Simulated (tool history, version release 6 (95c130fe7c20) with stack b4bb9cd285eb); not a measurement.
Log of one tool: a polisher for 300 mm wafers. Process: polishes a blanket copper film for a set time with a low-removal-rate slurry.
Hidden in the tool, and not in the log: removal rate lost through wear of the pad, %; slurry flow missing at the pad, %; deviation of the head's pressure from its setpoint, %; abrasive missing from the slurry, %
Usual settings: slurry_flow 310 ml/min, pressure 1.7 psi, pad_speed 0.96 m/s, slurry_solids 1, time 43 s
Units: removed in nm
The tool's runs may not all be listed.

| run | hour | slurry_flow | pressure | pad_speed | slurry_solids | time | wafers since the last listed run | wafers polished on this pad | hours since the slurry nozzle was cleaned | hours since the head pressure was calibrated | hours since the slurry blender was calibrated | incoming thickness of the incoming film, nm | removed |
|---|---|---|---|---|---|---|---|---|---|---|---|---|---|
| 1 | 0 | 310 | 1.7 | 0.88 | 1 | 43 | 0 | 163 | 59 | 457.3 | 233.4 | 1540.6 | 78.3 |
| 2 | 95.6 | 310 | 1.7 | 0.88 | 1 | 43 | 1678 | 1842 | 154.6 | 552.9 | 329 | 1502.8 | 74.9 |
|  | 123.3 | slurry blender recalibrated |
| 3 | 190.3 | 310 | 1.7 | 0.96 | 1 | 43 | 1627 | 3469 | 249.3 | 647.6 | 67 | 1530.5 | 84.7 |
|  | 217.3 | worn pad replaced by a new one |
| 4 | 244.1 | 310 | 1.7 | 0.96 | 1 | 37 | 874 | 470 | 303.1 | 701.4 | 120.8 | 1521.1 | 72.3 |
| 5 | 329.3 | 310 | 1.7 | 0.96 | 1 | 37 | 1495 | 1965 | 388.3 | 786.6 | 206 | 1511.1 | 71.7 |
| 6 | 408.2 | 310 | 1.7 | 0.96 | 1 | 43 | 1385 | 3351 | 467.2 | 865.5 | 284.9 | 1535.3 | 81.4 |
|  | 435 | worn pad replaced by a new one |
|  | 476.7 | slurry blender recalibrated |
| 7 | 485.5 | 310 | 1.7 | 0.96 | 1 | 43 | 1251 | 852 | 544.5 | 942.8 | 8.8 | 1510.6 | 85.4 |
| 8 | 546.4 | 310 | 1.7 | 0.96 | 1 | 43 | 1069 | 1921 | 605.4 | 1003.7 | 69.7 | 1501.8 | 84.6 |
|  | 591.6 | slurry nozzle cleaned |
| 9 | 624.3 | 310 | 1.4 | 0.96 | 1 | 43 | 1350 | 3271 | 32.7 | 1081.6 | 147.6 | 1495.9 | 68.8 |
|  | 648.9 | worn pad replaced by a new one |
| 10 | 701.5 | 310 | 1.9 | 1.04 | 1 | 48 | 1285 | 923 | 109.9 | 1158.8 | 224.8 | 1519.8 | 111.6 |
|  | 755.8 | head pressure recalibrated |
| 11 | 799.5 | 310 | 1.7 | 0.96 | 1 | 43 | 1685 | 2609 | 207.9 | 43.7 | 322.8 | 1504 | 81.1 |
|  | 882.4 | slurry blender recalibrated |
| 12 | 905.1 | 200 | 1.5 | 1.28 | 1 | 52 | 1818 | 4427 | 313.5 | 149.3 | 22.7 | 1518.5 | 111.1 |
|  | 933.5 | worn pad replaced by a new one |
| 13 | 1005.3 | 250 | 1.7 | 1.26 | 1 | 28 | 1688 | 1260 | 413.7 | 249.5 | 122.9 | 1508.9 | 68.7 |
| 14 | 1108.4 | 415 | 1.3 | 0.96 | 1 | 43 | 1810 | 3070 | 516.8 | 352.6 | 226 | 1527.8 | 65 |
| 15 | 1191.8 | 310 | 1.7 | 0.88 | 1 | 43 | 1464 | 4534 | 600.2 | 436 | 309.4 | 1530.1 | 76.9 |
|  | 1212.3 | worn pad replaced by a new one |
|  | 1227.8 | slurry blender recalibrated |
| 16 | 1256.3 | 370 | 1.5 | 0.78 | 1 | 43 | 1027 | 738 | 664.7 | 500.5 | 28.5 | 1520.5 | 65 |

4 ways to go on from here, each from the tool as it stands after run 16. What would each give?
| A | 1256.7 | 310 | 1.7 | 0.96 | 1 | 43 | 7 | 745 | 665.1 | 500.9 | 28.9 | 1509.8 | ? |
| B | 1256.7 | 280 | 1.7 | 0.96 | 1 | 43 | 7 | 745 | 665.1 | 500.9 | 28.9 | 1509.8 | ? |
| C | 1256.7 | 310 | 1.5 | 0.96 | 1.15 | 37 | 7 | 745 | 665.1 | 500.9 | 28.9 | 1509.8 | ? |
| D | 1256.7 | 230 | 1.7 | 1.16 | 0.85 | 57 | 7 | 745 | 665.1 | 500.9 | 28.9 | 1509.8 | ? |

| run | removed |
|---|---|
| A | 85 |
| B | 84.4 |
| C | 66.6 |
| D | 124.2 |
Without the tool's hidden state the same runs would have given:
| run | removed |
|---|---|
| A | 85.4 |
| B | 84.9 |
| C | 66.9 |
| D | 124.8 |
